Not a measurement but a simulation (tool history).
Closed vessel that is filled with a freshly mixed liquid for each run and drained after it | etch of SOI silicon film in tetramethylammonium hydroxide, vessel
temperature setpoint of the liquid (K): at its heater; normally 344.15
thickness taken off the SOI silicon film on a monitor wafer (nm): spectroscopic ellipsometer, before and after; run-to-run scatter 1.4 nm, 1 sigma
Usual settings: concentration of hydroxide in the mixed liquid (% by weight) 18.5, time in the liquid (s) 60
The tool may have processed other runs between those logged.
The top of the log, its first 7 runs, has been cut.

| run | hour | temperature setpoint of the liquid (K) | concentration of hydroxide in the mixed liquid (% by weight) | time in the liquid (s) | read-back film thickness of the SOI silicon film reference wafer, read on the same gauge (nm) | thickness taken off the SOI silicon film on a monitor wafer (nm) |
|---|---|---|---|---|---|---|
| 8 | 615.8 | 337.65 | 18.5 | 60 | 130.02 | 232.84 |
| 9 | 681.6 | 337.65 | 18.5 | 60 | 129.97 | 234.5 |
| 10 | 769.4 | 344.15 | 18.5 | 60 | 130.01 | 342.15 |
| 11 | 808.4 | 344.15 | 18.5 | 60 | 130.02 | 343.44 |
|  | 909.6 | hydroxide flow meter replaced |
| 12 | 910.1 | 344.15 | 18.5 | 60 | 130.01 | 344.22 |
| 13 | 996.7 | 344.15 | 18.5 | 60 | 129.99 | 346.54 |
| 14 | 1048.8 | 344.15 | 22 | 60 | 130.01 | 317.05 |
| 15 | 1126 | 346.65 | 13.5 | 60 | 129.97 | 457.33 |
| 16 | 1355.1 | 344.15 | 18.5 | 60 | 129.99 | 346.19 |
| 17 | 1457.3 | 344.15 | 13.5 | 60 | 130.01 | 394.59 |
|  | 1637.4 | thermometer replaced |
|  | 1715.1 | gauge calibrated |
| 18 | 1760.1 | 344.15 | 18.5 | 60 | 130.01 | 334.88 |
| 19 | 1833.9 | 340.15 | 18.5 | 60 | 129.99 | 264.01 |
| 20 | 1886.5 | 349.15 | 21 | 60 | 129.99 | 425.38 |
| 21 | 1958.4 | 344.15 | 16.5 | 30 | 130.02 | 176.71 |
| 22 | 2019.7 | 346.65 | 20 | 90 | 130.01 | 565.59 |
| 23 | 2069 | 346.15 | 18.5 | 60 | 130.02 | 380.38 |
| 24 | 2127 | 347.15 | 15.5 | 60 | 130.01 | 428.6 |
| 25 | 2230.8 | 346.65 | 23 | 35 | 130.01 | 198.91 |
| 26 | 2299 | 344.15 | 18.5 | 30 | 130.02 | 168.45 |

The next listed run, before its measurement:
| 27 | 2354 | 341.15 | 16 | 60 | ? | ? |

{"run 27": {"read-back film thickness of the SOI silicon film reference wafer, read on the same gauge (nm)": 130, "thickness taken off the SOI silicon film on a monitor wafer (nm)": 299.5}}
Minus the tool's unlogged condition, the same run would have read thickness taken off the SOI silicon film on a monitor wafer (nm) 296.85.

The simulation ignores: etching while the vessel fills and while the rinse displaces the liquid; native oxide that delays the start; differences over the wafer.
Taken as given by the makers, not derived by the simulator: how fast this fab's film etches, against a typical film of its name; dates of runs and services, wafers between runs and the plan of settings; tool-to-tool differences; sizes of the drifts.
